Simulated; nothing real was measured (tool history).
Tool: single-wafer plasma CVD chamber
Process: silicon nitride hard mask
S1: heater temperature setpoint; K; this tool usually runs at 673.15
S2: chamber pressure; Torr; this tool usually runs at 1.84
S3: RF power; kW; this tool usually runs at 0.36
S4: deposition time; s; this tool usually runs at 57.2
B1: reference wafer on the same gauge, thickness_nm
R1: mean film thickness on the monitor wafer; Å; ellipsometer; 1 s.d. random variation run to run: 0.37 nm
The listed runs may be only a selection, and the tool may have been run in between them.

{"run": 1, "day": 0.0, "S1": 673.15, "S2": 1.84, "S3": 0.36, "S4": 60.4, "B1": 81.178, "R1": 818.45}
{"run": 2, "day": 1.204, "S1": 673.15, "S2": 1.84, "S3": 0.36, "S4": 60.4, "B1": 81.225, "R1": 820.13}
{"run": 3, "day": 1.95, "S1": 673.15, "S2": 1.84, "S3": 0.36, "S4": 49.2, "B1": 81.248, "R1": 670.69}
{"run": 4, "day": 2.575, "S1": 673.15, "S2": 1.84, "S3": 0.36, "S4": 49.2, "B1": 81.206, "R1": 664.83}
{"run": 5, "day": 3.079, "S1": 673.15, "S2": 1.84, "S3": 0.36, "S4": 49.2, "B1": 81.26, "R1": 662.23}
{"run": 6, "day": 4.2, "S1": 673.15, "S2": 1.84, "S3": 0.36, "S4": 57.2, "B1": 81.237, "R1": 771.16}
{"run": 7, "day": 4.775, "S1": 677.15, "S2": 1.84, "S3": 0.4, "S4": 57.2, "B1": 81.27, "R1": 806.73}
{"run": 8, "day": 5.625, "S1": 673.15, "S2": 1.84, "S3": 0.36, "S4": 57.2, "B1": 81.173, "R1": 771.05}
{"run": 9, "day": 7.012, "S1": 673.15, "S2": 1.84, "S3": 0.36, "S4": 57.2, "B1": 81.225, "R1": 771.64}
{"run": 10, "day": 8.338, "S1": 673.15, "S2": 1.84, "S3": 0.36, "S4": 57.2, "B1": 81.209, "R1": 770.42}
{"run": 11, "day": 9.667, "S1": 673.15, "S2": 2.02, "S3": 0.405, "S4": 57.2, "B1": 81.211, "R1": 842.25}
{"day": 11.233, "done": "capacitance manometer re-zeroed and calibrated"}
{"run": 12, "day": 11.254, "S1": 673.15, "S2": 1.84, "S3": 0.31, "S4": 57.2, "B1": 81.244, "R1": 716.51}
{"day": 11.925, "done": "showerhead replaced"}
{"run": 13, "day": 12.242, "S1": 667.15, "S2": 1.84, "S3": 0.36, "S4": 64.6, "B1": 81.142, "R1": 868.14}
{"run": 14, "day": 13.333, "S1": 673.15, "S2": 1.84, "S3": 0.36, "S4": 49, "B1": 81.234, "R1": 660.48}
{"run": 15, "day": 14.025, "S1": 673.15, "S2": 1.84, "S3": 0.36, "S4": 57.2, "B1": 81.199, "R1": 771.01}
{"run": 16, "day": 14.992, "S1": 682.15, "S2": 2.21, "S3": 0.39, "S4": 57.2, "B1": 81.259, "R1": 835.27}
{"day": 16.075, "done": "gauge calibrated"}
{"run": 17, "day": 16.229, "S1": 673.15, "S2": 1.84, "S3": 0.36, "S4": 65.9, "B1": 81.242, "R1": 892.98}
{"day": 16.717, "done": "thermocouple changed; heater temperature recalibrated"}
{"run": 18, "day": 16.854, "S1": 673.15, "S2": 1.84, "S3": 0.36, "S4": 64.9, "B1": 81.117, "R1": 878.43}
{"day": 18.042, "done": "RF generator calibrated"}
{"run": 19, "day": 18.112, "S1": 673.15, "S2": 1.84, "S3": 0.36, "S4": 57.2, "B1": 81.094, "R1": 797.48}
{"run": 20, "day": 19.467, "S1": 673.15, "S2": 1.84, "S3": 0.36, "S4": 49.2, "B1": 81.174, "R1": 682.55}
{"run": 21, "day": 19.988, "S1": 659.15, "S2": 1.84, "S3": 0.325, "S4": 57.2, "B1": 81.136, "R1": 751.71}
{"run": 22, "day": 21.388, "S1": 673.15, "S2": 1.84, "S3": 0.36, "S4": 57.2, "B1": 81.143, "R1": 785.36}
{"run": 23, "day": 22.517, "S1": 664.15, "S2": 1.84, "S3": 0.34, "S4": 53.4, "B1": 81.152, "R1": 717.59}
{"run": 24, "day": 25.579, "S1": 660.15, "S2": 2.05, "S3": 0.39, "S4": 57.2, "B1": 81.171, "R1": 843.87}
{"run": 25, "day": 26.958, "S1": 673.15, "S2": 1.84, "S3": 0.36, "S4": 57.2, "B1": 81.154, "R1": 779.11}
{"run": 26, "day": 28.379, "S1": 686.15, "S2": 1.57, "S3": 0.295, "S4": 57.2, "B1": 81.174, "R1": 670.98}
{"run": 27, "day": 29.071, "S1": 659.15, "S2": 1.84, "S3": 0.325, "S4": 57.2, "B1": 81.201, "R1": 746.55}
{"run": 28, "day": 29.762, "S1": 659.15, "S2": 1.84, "S3": 0.425, "S4": 57.2, "B1": 81.171, "R1": 843.98}
{"run": 29, "day": 30.671, "S1": 687.15, "S2": 2.24, "S3": 0.36, "S4": 57.2, "B1": 81.212, "R1": 814.64}

What the log doesn't show, run by run:
wafer temperature above the value expected at the setpoint (K): 0 in every run
true pressure above the setpoint (%): 0 in every run
gauge reads high (%): 0 in every run
H1: delivered RF power above the setpoint (%)
run=1 H1=-6.06
run=2 H1=-6.2
run=3 H1=-6.28
run=4 H1=-6.34
run=5 H1=-6.39
run=6 H1=-6.49
run=7 H1=-6.53
run=8 H1=-6.6
run=9 H1=-6.7
run=10 H1=-6.78
run=11 H1=-6.86
run=12 H1=-6.94
run=13 H1=-6.98
run=14 H1=-7.03
run=15 H1=-7.06
run=16 H1=-7.09
run=17 H1=-7.13
run=18 H1=-7.15
run=19 H1=-1.4
run=20 H1=-2.18
run=21 H1=-2.45
run=22 H1=-3.13
run=23 H1=-3.63
run=24 H1=-4.76
run=25 H1=-5.19
run=26 H1=-5.58
run=27 H1=-5.75
run=28 H1=-5.92
run=29 H1=-6.12
